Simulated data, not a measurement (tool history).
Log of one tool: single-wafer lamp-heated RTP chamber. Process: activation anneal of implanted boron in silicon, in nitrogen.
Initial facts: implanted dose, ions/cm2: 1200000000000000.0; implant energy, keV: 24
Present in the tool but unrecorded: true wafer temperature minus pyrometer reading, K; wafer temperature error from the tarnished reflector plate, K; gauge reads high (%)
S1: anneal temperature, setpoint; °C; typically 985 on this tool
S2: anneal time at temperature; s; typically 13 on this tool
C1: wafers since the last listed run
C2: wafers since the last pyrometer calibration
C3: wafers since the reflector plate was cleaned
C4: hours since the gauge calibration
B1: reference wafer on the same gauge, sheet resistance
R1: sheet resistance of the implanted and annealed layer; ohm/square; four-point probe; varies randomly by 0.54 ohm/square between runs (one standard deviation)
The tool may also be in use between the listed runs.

run,hour,S1,S2,C1,C2,C3,C4,B1,R1
1,0,985,13,0,7620,8537,934.1,103.99,110.36
2,80.4,985,13,1485,9105,10022,1014.5,103.62,110.23
3,137.2,967,13,1049,10155,11072,1071.3,104.12,125.9
4,225.9,978,13,1638,11794,12711,1160,103.91,114.52
# hour 272.7: pyrometer window cleaned and pyrometer calibrated
5,277.3,978,13,801,84,13513,1211.4,103.76,115.23
# hour 288.1: reflector plate cleaned
6,349.6,978,13,1188,1273,1136,1283.7,104.08,116.27
7,395.3,965,13,844,2117,1980,1329.4,103.81,128.7
8,452.8,965,13,1062,3179,3042,1386.9,104.18,129.72
9,551.9,1003,13,1831,5011,4874,1486,103.86,102.56
10,651.8,1007,13,1845,6857,6720,1585.9,104.06,101.52
11,821.6,1007,13,3137,9994,9857,1755.7,104.11,100.73
12,862.8,1006,13,761,10755,10618,1796.9,104.03,100.83
# hour 917.6: pyrometer window cleaned and pyrometer calibrated
13,930,1006,13,1093,228,11712,1864.1,104.23,102.05
14,979.5,996,20,914,1142,12627,1913.6,104.32,102.69
# hour 1054.3: reflector plate cleaned
15,1070,985,19,1524,2667,290,2004.1,103.8,108.24
16,1130.6,985,7,1119,3787,1410,2064.7,103.97,114
17,1201.6,985,20,1311,5098,2722,2135.7,103.93,107.57
18,1266.1,1010,13,1191,6290,3913,2200.2,103.91,100
19,1359.2,1011,13,1720,8011,5634,2293.3,103.82,100.46
20,1437.4,985,13,1444,9456,7079,2371.5,103.89,110.86
21,1486.4,985,13,905,10361,7984,2420.5,104.01,109.52
# hour 1539.5: pyrometer window cleaned and pyrometer calibrated
22,1751.2,960,18,4745,3912,12729,2685.3,104.2,131.34
# hour 1788.5: reflector plate cleaned
# hour 1806.2: gauge calibrated
23,1906.2,985,18,2716,6628,2175,100,103.75,108.57
24,1983.9,985,7,1435,8064,3610,177.7,104.05,113.23
25,2065.9,968,10,1515,9579,5126,259.7,103.98,127.83
26,2157.5,972,11,1692,11272,6818,351.3,104.15,122.26

Run 27 comes next. What will it give?
27,2202.8,1006,19,837,12109,7655,396.6,?,?

{"run 27": {"B1": 103.87, "R1": 101.16}}
With no hidden state in the tool, this same run would have given R1 101.16 ohm/square.
